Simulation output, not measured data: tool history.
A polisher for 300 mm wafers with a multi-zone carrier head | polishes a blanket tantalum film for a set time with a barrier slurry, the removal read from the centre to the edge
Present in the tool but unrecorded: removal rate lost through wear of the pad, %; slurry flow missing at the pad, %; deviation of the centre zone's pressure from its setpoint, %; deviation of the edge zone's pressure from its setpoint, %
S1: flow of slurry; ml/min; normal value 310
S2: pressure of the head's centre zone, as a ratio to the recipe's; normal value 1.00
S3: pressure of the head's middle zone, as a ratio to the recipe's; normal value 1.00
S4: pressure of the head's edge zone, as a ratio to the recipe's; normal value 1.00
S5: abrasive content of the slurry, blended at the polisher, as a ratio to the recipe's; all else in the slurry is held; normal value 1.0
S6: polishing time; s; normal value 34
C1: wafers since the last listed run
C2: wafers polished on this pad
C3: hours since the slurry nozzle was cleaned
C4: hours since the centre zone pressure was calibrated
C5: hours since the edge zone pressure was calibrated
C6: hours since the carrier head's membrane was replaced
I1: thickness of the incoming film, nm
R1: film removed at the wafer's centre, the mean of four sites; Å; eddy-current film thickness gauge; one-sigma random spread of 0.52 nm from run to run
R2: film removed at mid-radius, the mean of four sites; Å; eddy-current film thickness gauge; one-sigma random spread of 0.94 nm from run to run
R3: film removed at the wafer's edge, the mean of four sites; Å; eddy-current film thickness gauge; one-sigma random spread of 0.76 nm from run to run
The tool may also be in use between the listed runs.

run   hour   S1    S2    S3    S4   S5  S6   C1    C2     C3      C4     C5     C6     I1   R1   R2   R3
  1    0.0  310  1.12  0.96  1.00  1.2  34    0   168  397.1  1022.6   76.5   70.3  179.2  679  638  637
       9.5  -- slurry nozzle cleaned
  2   13.6  310  1.00  1.00  1.00  1.0  34  167   336    4.1  1036.2   90.1   83.9  182.7  634  652  633
  3   19.7  310  1.00  1.00  1.00  1.0  34   81   417   10.2  1042.3   96.2   90.0  178.2  638  652  627
  4   34.8  310  1.00  1.00  1.04  1.0  34  200   617   25.3  1057.4  111.3  105.1  176.7  625  641  641
  5   52.4  260  1.03  1.05  1.04  1.0  34  233   851   42.9  1075.0  128.9  122.7  176.1  616  631  609
      70.8  -- centre zone pressure recalibrated
  6   71.3  310  1.00  1.00  1.00  1.0  23  224  1076   61.8     0.5  147.8  141.6  182.2  416  419  422
  7   83.9  310  1.00  1.00  0.93  1.0  34  167  1243   74.4    13.1  160.4  154.2  181.3  607  609  582
  8   92.7  350  0.88  1.11  0.95  1.0  34  116  1360   83.2    21.9  169.2  163.0  177.5  547  676  586
     102.4  -- worn pad replaced by a new one
  9  104.2  310  1.00  1.00  1.00  1.0  26   99    23   94.7    33.4  180.7  174.5  180.7  507  514  503
 10  113.1  310  1.00  1.00  1.00  1.0  23  118   141  103.6    42.3  189.6  183.4  180.5  438  437  435
 11  126.8  310  1.10  1.00  1.00  1.0  30  182   323  117.3    56.0  203.3  197.1  177.8  607  567  549
 12  140.3  310  1.00  0.95  1.00  0.8  45  179   503  130.8    69.5  216.8  210.6  179.6  770  784  774

The next listed run, before its measurement:
 13  149.9  245  1.00  1.00  1.00  1.0  34  127  630  140.4  79.1  226.4  220.2  178.3   ?   ?   ?

{"run 13": {"R1": 590, "R2": 596, "R3": 594}}
The same run, on a tool lacking any hidden state, would have yielded R1 654 Å, R2 659 Å, R3 652 Å.
